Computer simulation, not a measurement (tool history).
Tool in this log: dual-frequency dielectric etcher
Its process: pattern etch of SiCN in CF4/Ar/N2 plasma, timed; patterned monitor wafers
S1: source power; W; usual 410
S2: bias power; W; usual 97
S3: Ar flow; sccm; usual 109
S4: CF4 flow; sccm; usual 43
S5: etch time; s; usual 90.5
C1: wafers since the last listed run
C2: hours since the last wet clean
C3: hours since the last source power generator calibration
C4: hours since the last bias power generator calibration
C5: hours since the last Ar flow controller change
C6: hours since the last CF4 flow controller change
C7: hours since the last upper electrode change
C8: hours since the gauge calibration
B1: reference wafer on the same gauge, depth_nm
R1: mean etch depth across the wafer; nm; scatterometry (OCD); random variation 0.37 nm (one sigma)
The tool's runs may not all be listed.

Run 1, hour 0.0: usual settings but S1 430 W; C1 0; C2 18.7; C3 2142.3; C4 3652.1; C5 110.9; C6 2046.8; C7 3999.4; C8 287.2; B1 66.2. Result: R1 77.3 nm.
Run 2, hour 83.5: usual settings but S5 109.0 s; C1 540; C2 102.2; C3 2225.8; C4 3735.6; C5 194.4; C6 2130.3; C7 4082.9; C8 370.7; B1 66.1. Result: R1 88.4 nm.
Run 3, hour 118.0: usual settings but S3 86 sccm, S4 52 sccm, S5 80.5 s; C1 223; C2 136.7; C3 2260.3; C4 3770.1; C5 228.9; C6 2164.8; C7 4117.4; C8 405.2; B1 66.1. Result: R1 68.1 nm.
At hour 134.5: source power generator calibrated.
At hour 140.5: bias power generator calibrated.
Run 4, hour 143.3: usual settings but S1 330 W, S2 80 W, S5 66.0 s; C1 112; C2 162.0; C3 8.8; C4 2.8; C5 254.2; C6 2190.1; C7 4142.7; C8 430.5; B1 66.1. Result: R1 39.7 nm.
Run 5, hour 157.4: usual settings but S1 460 W, S4 37 sccm, S5 107.0 s; C1 91; C2 176.1; C3 22.9; C4 16.9; C5 268.3; C6 2204.2; C7 4156.8; C8 444.6; B1 66.1. Result: R1 96.1 nm.
At hour 193.0: wet clean of the chamber, repeated, since the last time left the tool worse.
Run 6, hour 193.5: usual settings but S1 320 W, S3 84 sccm, S5 81.0 s; C1 78; C2 0.5; C3 59.0; C4 53.0; C5 304.4; C6 2240.3; C7 4192.9; C8 480.7; B1 66.1. Result: R1 48.5 nm.
At hour 226.2: CF4 flow controller replaced.
At hour 236.3: upper electrode replaced.
Run 7, hour 236.8: usual settings; C1 176; C2 43.8; C3 102.3; C4 96.3; C5 347.7; C6 10.6; C7 0.5; C8 524.0; B1 66.0. Result: R1 69.4 nm.
Run 8, hour 237.1: usual settings but S3 122 sccm; C1 1; C2 44.1; C3 102.6; C4 96.6; C5 348.0; C6 10.9; C7 0.8; C8 524.3; B1 66.0. Result: R1 68.6 nm.
Run 9, hour 263.1: usual settings but S3 132 sccm; C1 168; C2 70.1; C3 128.6; C4 122.6; C5 374.0; C6 36.9; C7 26.8; C8 550.3; B1 66.2. Result: R1 67.2 nm.
At hour 270.6: gauge calibrated.
Run 10, hour 278.9: usual settings; C1 102; C2 85.9; C3 144.4; C4 138.4; C5 389.8; C6 52.7; C7 42.6; C8 8.3; B1 66.1. Result: R1 69.2 nm.
Run 11, hour 297.7: usual settings; C1 121; C2 104.7; C3 163.2; C4 157.2; C5 408.6; C6 71.5; C7 61.4; C8 27.1; B1 66.1. Result: R1 68.8 nm.
Run 12, hour 332.2: usual settings; C1 223; C2 139.2; C3 197.7; C4 191.7; C5 443.1; C6 106.0; C7 95.9; C8 61.6; B1 66.0. Result: R1 69.3 nm.
Run 13, hour 354.5: usual settings but S2 88 W, S5 68.0 s; C1 144; C2 161.5; C3 220.0; C4 214.0; C5 465.4; C6 128.3; C7 118.2; C8 83.9; B1 66.1. Result: R1 50.2 nm.
Run 14, hour 386.2: usual settings but S2 90 W, S5 108.0 s; C1 205; C2 193.2; C3 251.7; C4 245.7; C5 497.1; C6 160.0; C7 149.9; C8 115.6; B1 66.1. Result: R1 80.1 nm.
Run 15, hour 412.2: usual settings but S4 48 sccm; C1 168; C2 219.2; C3 277.7; C4 271.7; C5 523.1; C6 186.0; C7 175.9; C8 141.6; B1 66.1. Result: R1 71.2 nm.
Run 16, hour 446.5: usual settings but S1 500 W, S2 111 W; C1 222; C2 253.5; C3 312.0; C4 306.0; C5 557.4; C6 220.3; C7 210.2; C8 175.9; B1 66.2. Result: R1 91.1 nm.
Run 17, hour 467.8: usual settings but S1 480 W; C1 137; C2 274.8; C3 333.3; C4 327.3; C5 578.7; C6 241.6; C7 231.5; C8 197.2; B1 66.2. Result: R1 82.2 nm.
Run 18, hour 529.1: usual settings but S1 450 W, S2 116 W, S5 71.5 s; C1 396; C2 336.1; C3 394.6; C4 388.6; C5 640.0; C6 302.9; C7 292.8; C8 258.5; B1 66.0. Result: R1 66.0 nm.
Run 19, hour 559.2: usual settings but S2 120 W; C1 194; C2 366.2; C3 424.7; C4 418.7; C5 670.1; C6 333.0; C7 322.9; C8 288.6; B1 66.1. Result: R1 77.2 nm.
Run 20, hour 577.6: usual settings but S4 50 sccm; C1 119; C2 384.6; C3 443.1; C4 437.1; C5 688.5; C6 351.4; C7 341.3; C8 307.0; B1 66.1. Result: R1 71.9 nm.
Run 21, hour 606.9: usual settings but S2 105 W; C1 189; C2 413.9; C3 472.4; C4 466.4; C5 717.8; C6 380.7; C7 370.6; C8 336.3; B1 66.1. Result: R1 72.6 nm.

How the hidden state differs across the entries between the runs, from the last listed run before each to the first after it:
Run 3 -> run 4: source power generator calibrated (hour 134.5); bias power generator calibrated (hour 140.5)
  etch rate over this chamber's usual, %: 6.46 -> 6.61
  difference, measured minus the result without the unlogged condition, R1: +4.1 -> +2.5 nm
Run 5 -> run 6: wet clean of the chamber, repeated, since the last time left the tool worse (hour 193.0)
  etch rate over this chamber's usual, %: 6.7 -> -0.421
  difference, measured minus the result without the unlogged condition, R1: +6.0 -> -0.2 nm
Run 6 -> run 7: CF4 flow controller replaced (hour 226.2); upper electrode replaced (hour 236.3)
  etch rate over this chamber's usual, %: -0.421 -> -0.155
  difference, measured minus the result without the unlogged condition, R1: -0.2 -> -0.2 nm
Run 9 -> run 10: gauge calibrated (hour 270.6)
  etch rate over this chamber's usual, %: 0.00596 -> 0.103
  difference, measured minus the result without the unlogged condition, R1: +0.0 -> +0.1 nm
